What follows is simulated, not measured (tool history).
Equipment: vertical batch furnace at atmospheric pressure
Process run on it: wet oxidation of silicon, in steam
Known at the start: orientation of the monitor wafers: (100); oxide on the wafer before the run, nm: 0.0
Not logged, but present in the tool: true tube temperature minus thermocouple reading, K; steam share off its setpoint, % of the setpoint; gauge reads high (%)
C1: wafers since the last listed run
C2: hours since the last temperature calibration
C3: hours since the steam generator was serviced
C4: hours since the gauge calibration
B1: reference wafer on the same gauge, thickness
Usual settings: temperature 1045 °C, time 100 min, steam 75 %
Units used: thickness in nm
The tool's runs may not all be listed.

Run 1, hour 0: usual settings; C1 0; C2 1864.4; C3 935.4; C4 432.1; B1 637.08. Result: thickness 620.24 nm.
Run 2, hour 14.4: usual settings; C1 175; C2 1878.8; C3 949.8; C4 446.5; B1 636.73. Result: thickness 619.81 nm.
Run 3, hour 26.9: usual settings; C1 152; C2 1891.3; C3 962.3; C4 459; B1 637.35. Result: thickness 620.27 nm.
Run 4, hour 52.6: usual settings; C1 312; C2 1917; C3 988; C4 484.7; B1 636.59. Result: thickness 618.34 nm.
Run 5, hour 64.3: usual settings; C1 142; C2 1928.7; C3 999.7; C4 496.4; B1 637.36. Result: thickness 617.29 nm.
Run 6, hour 75.5: usual settings; C1 136; C2 1939.9; C3 1010.9; C4 507.6; B1 636.87. Result: thickness 616.64 nm.
Run 7, hour 85: usual settings; C1 115; C2 1949.4; C3 1020.4; C4 517.1; B1 636.69. Result: thickness 618.12 nm.
Run 8, hour 107.1: usual settings; C1 269; C2 1971.5; C3 1042.5; C4 539.2; B1 636.73. Result: thickness 618.44 nm.
Run 9, hour 128.2: usual settings; C1 256; C2 1992.6; C3 1063.6; C4 560.3; B1 637.18. Result: thickness 618.15 nm.
Run 10, hour 138.3: usual settings; C1 123; C2 2002.7; C3 1073.7; C4 570.4; B1 636.78. Result: thickness 620.15 nm.
Run 11, hour 154.4: usual settings; C1 196; C2 2018.8; C3 1089.8; C4 586.5; B1 637.45. Result: thickness 619.21 nm.
Run 12, hour 172.7: usual settings; C1 222; C2 2037.1; C3 1108.1; C4 604.8; B1 636.57. Result: thickness 618.88 nm.
Run 13, hour 198.3: usual settings; C1 311; C2 2062.7; C3 1133.7; C4 630.4; B1 637.19. Result: thickness 617 nm.
At hour 212.9: gauge calibrated.
Run 14, hour 222.6: usual settings; C1 295; C2 2087; C3 1158; C4 9.7; B1 637.31. Result: thickness 619.29 nm.
Run 15, hour 234.4: usual settings; C1 143; C2 2098.8; C3 1169.8; C4 21.5; B1 637.85. Result: thickness 617.15 nm.
Run 16, hour 285.4: usual settings; C1 621; C2 2149.8; C3 1220.8; C4 72.5; B1 636.86. Result: thickness 618.13 nm.
Run 17, hour 303.3: usual settings; C1 217; C2 2167.7; C3 1238.7; C4 90.4; B1 636.57. Result: thickness 617.01 nm.
Run 18, hour 315.2: usual settings but time 73.5 min; C1 144; C2 2179.6; C3 1250.6; C4 102.3; B1 636.41. Result: thickness 510.73 nm.
Run 19, hour 336.8: usual settings but temperature 1063 °C, time 130.5 min, steam 79 %; C1 263; C2 2201.2; C3 1272.2; C4 123.9; B1 636.33. Result: thickness 809.73 nm.
At hour 381: thermocouples replaced and temperature profile calibrated.
Run 20, hour 381.5: usual settings but steam 82 %; C1 252; C2 0.5; C3 1316.9; C4 168.6; B1 636.68. Result: thickness 649.72 nm.
Run 21, hour 387.7: usual settings but temperature 1035 °C, time 114 min; C1 71; C2 6.7; C3 1323.1; C4 174.8; B1 636.98. Result: thickness 632.96 nm.
At hour 411.4: steam generator serviced.
Run 22, hour 411.9: usual settings; C1 6; C2 30.9; C3 0.5; C4 199; B1 637.39. Result: thickness 644.96 nm.
Run 23, hour 418: usual settings but temperature 1029 °C, time 81 min, steam 67 %; C1 74; C2 37; C3 6.6; C4 205.1; B1 637.08. Result: thickness 488.31 nm.
Run 24, hour 424.1: usual settings but time 73.5 min; C1 74; C2 43.1; C3 12.7; C4 211.2; B1 636.96. Result: thickness 538.44 nm.
Run 25, hour 442.1: usual settings but temperature 1029 °C, time 143.5 min, steam 63 %; C1 219; C2 61.1; C3 30.7; C4 229.2; B1 636.85. Result: thickness 665.27 nm.
Run 26, hour 453.7: usual settings but temperature 1054 °C, time 115 min; C1 141; C2 72.7; C3 42.3; C4 240.8; B1 637.08. Result: thickness 733.34 nm.
Run 27, hour 467.7: usual settings but temperature 1021 °C, time 140 min; C1 170; C2 86.7; C3 56.3; C4 254.8; B1 637.16. Result: thickness 699.61 nm.
Run 28, hour 485.8: usual settings but temperature 1030 °C; C1 220; C2 104.8; C3 74.4; C4 272.9; B1 637.1. Result: thickness 594.3 nm.
Run 29, hour 509.9: usual settings but temperature 1060 °C, time 72.5 min, steam 85 %; C1 293; C2 128.9; C3 98.5; C4 297; B1 636.57. Result: thickness 617.55 nm.
Run 30, hour 529.1: usual settings; C1 233; C2 148.1; C3 117.7; C4 316.2; B1 637.77. Result: thickness 639.69 nm.
Run 31, hour 551.1: usual settings but temperature 1029 °C, steam 68 %; C1 267; C2 170.1; C3 139.7; C4 338.2; B1 637.29. Result: thickness 551.91 nm.
Run 32, hour 567: usual settings but steam 69 %; C1 193; C2 186; C3 155.6; C4 354.1; B1 637.2. Result: thickness 607.61 nm.
Run 33, hour 576.9: usual settings but time 73 min; C1 120; C2 195.9; C3 165.5; C4 364; B1 636.57. Result: thickness 526.33 nm.
Run 34, hour 593.2: usual settings; C1 198; C2 212.2; C3 181.8; C4 380.3; B1 636.93. Result: thickness 637.94 nm.
Run 35, hour 613.1: usual settings but temperature 1029 °C; C1 242; C2 232.1; C3 201.7; C4 400.2; B1 636.76. Result: thickness 587.11 nm.
Run 36, hour 623.2: usual settings but temperature 1053 °C; C1 123; C2 242.2; C3 211.8; C4 410.3; B1 637.39. Result: thickness 662.79 nm.
Run 37, hour 632.1: usual settings but temperature 1058 °C; C1 108; C2 251.1; C3 220.7; C4 419.2; B1 637.23. Result: thickness 678.55 nm.

Alternative continuations, all from the tool just after run 37; predict every row:
Run A, hour 638.3: usual settings; C1 75; C2 257.3; C3 226.9; C4 425.4; B1 ?. Result: thickness ?.
Run B, hour 638.3: usual settings but steam 81 %; C1 75; C2 257.3; C3 226.9; C4 425.4; B1 ?. Result: thickness ?.
Run C, hour 638.3: usual settings but time 130.5 min; C1 75; C2 257.3; C3 226.9; C4 425.4; B1 ?. Result: thickness ?.
Run D, hour 638.3: usual settings but time 52 min; C1 75; C2 257.3; C3 226.9; C4 425.4; B1 ?. Result: thickness ?.
Run E, hour 638.3: usual settings but temperature 1067 °C, time 135.5 min, steam 64 %; C1 75; C2 257.3; C3 226.9; C4 425.4; B1 ?. Result: thickness ?.

run      B1  thickness
  A  637.12     637.19
  B  637.12     667.22
  C  637.12     746.36
  D  637.12      425.5
  E  637.12     769.12
What these runs would have given with no unlogged condition in the tool:
run  thickness
  A     651.74
  B     682.37
  C     763.06
  D     435.81
  E     785.83
